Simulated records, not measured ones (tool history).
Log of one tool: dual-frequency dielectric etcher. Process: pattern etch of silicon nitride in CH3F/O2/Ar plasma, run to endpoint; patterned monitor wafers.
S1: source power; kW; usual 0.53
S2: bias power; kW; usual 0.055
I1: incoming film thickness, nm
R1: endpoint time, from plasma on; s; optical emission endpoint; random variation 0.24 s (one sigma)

{"run": 1, "hour": 0.0, "S1": 0.53, "S2": 0.055, "I1": 61.2, "R1": 80}
{"run": 2, "hour": 57.4, "S1": 0.53, "S2": 0.055, "I1": 61.6, "R1": 81.2}
{"run": 3, "hour": 113.7, "S1": 0.53, "S2": 0.055, "I1": 61.2, "R1": 80.9}
{"run": 4, "hour": 142.0, "S1": 0.53, "S2": 0.055, "I1": 60.6, "R1": 79.9}
{"run": 5, "hour": 191.6, "S1": 0.53, "S2": 0.055, "I1": 61, "R1": 80.6}
{"run": 6, "hour": 239.0, "S1": 0.53, "S2": 0.055, "I1": 61.5, "R1": 81.7}
{"run": 7, "hour": 267.6, "S1": 0.57, "S2": 0.055, "I1": 61.3, "R1": 79.4}
{"run": 8, "hour": 323.7, "S1": 0.53, "S2": 0.055, "I1": 60.4, "R1": 80.2}
{"run": 9, "hour": 389.7, "S1": 0.53, "S2": 0.055, "I1": 60.5, "R1": 80.5}
{"hour": 441.4, "done": "wet clean of the chamber"}
{"run": 10, "hour": 441.9, "S1": 0.53, "S2": 0.055, "I1": 61.1, "R1": 80.1}
{"run": 11, "hour": 480.4, "S1": 0.53, "S2": 0.055, "I1": 61.4, "R1": 79.8}
{"run": 12, "hour": 542.5, "S1": 0.53, "S2": 0.055, "I1": 60.9, "R1": 80.1}
{"run": 13, "hour": 567.5, "S1": 0.53, "S2": 0.055, "I1": 61.3, "R1": 80.7}
{"run": 14, "hour": 599.0, "S1": 0.53, "S2": 0.055, "I1": 61.1, "R1": 80.7}
{"run": 15, "hour": 643.5, "S1": 0.49, "S2": 0.061, "I1": 61.5, "R1": 79.7}
{"run": 16, "hour": 686.6, "S1": 0.46, "S2": 0.055, "I1": 61.3, "R1": 84.5}
{"run": 17, "hour": 721.7, "S1": 0.41, "S2": 0.042, "I1": 61.1, "R1": 94.1}
{"run": 18, "hour": 776.6, "S1": 0.64, "S2": 0.041, "I1": 61.1, "R1": 82.6}
{"run": 19, "hour": 804.9, "S1": 0.62, "S2": 0.047, "I1": 61, "R1": 80.3}
{"run": 20, "hour": 838.6, "S1": 0.53, "S2": 0.055, "I1": 60.6, "R1": 80}
{"run": 21, "hour": 876.8, "S1": 0.42, "S2": 0.042, "I1": 60, "R1": 91.6}
{"hour": 881.7, "done": "source power generator calibrated"}
{"hour": 932.4, "done": "upper electrode replaced"}
{"hour": 952.1, "done": "wet clean of the chamber"}
{"run": 22, "hour": 952.6, "S1": 0.53, "S2": 0.055, "I1": 61.2, "R1": 80.2}
{"run": 23, "hour": 987.9, "S1": 0.53, "S2": 0.048, "I1": 60.8, "R1": 82.4}
{"run": 24, "hour": 1021.8, "S1": 0.53, "S2": 0.063, "I1": 61.1, "R1": 76.8}
{"hour": 1083.1, "done": "bias power generator calibrated"}
{"run": 25, "hour": 1167.1, "S1": 0.53, "S2": 0.055, "I1": 61.5, "R1": 81.2}

Forecast run 26:
{"run": 26, "hour": 1204.8, "S1": 0.53, "S2": 0.055, "I1": 60.8, "R1": "?"}

R1: 80 s
Without the tool's hidden state the same run would have given R1 79.6 s.

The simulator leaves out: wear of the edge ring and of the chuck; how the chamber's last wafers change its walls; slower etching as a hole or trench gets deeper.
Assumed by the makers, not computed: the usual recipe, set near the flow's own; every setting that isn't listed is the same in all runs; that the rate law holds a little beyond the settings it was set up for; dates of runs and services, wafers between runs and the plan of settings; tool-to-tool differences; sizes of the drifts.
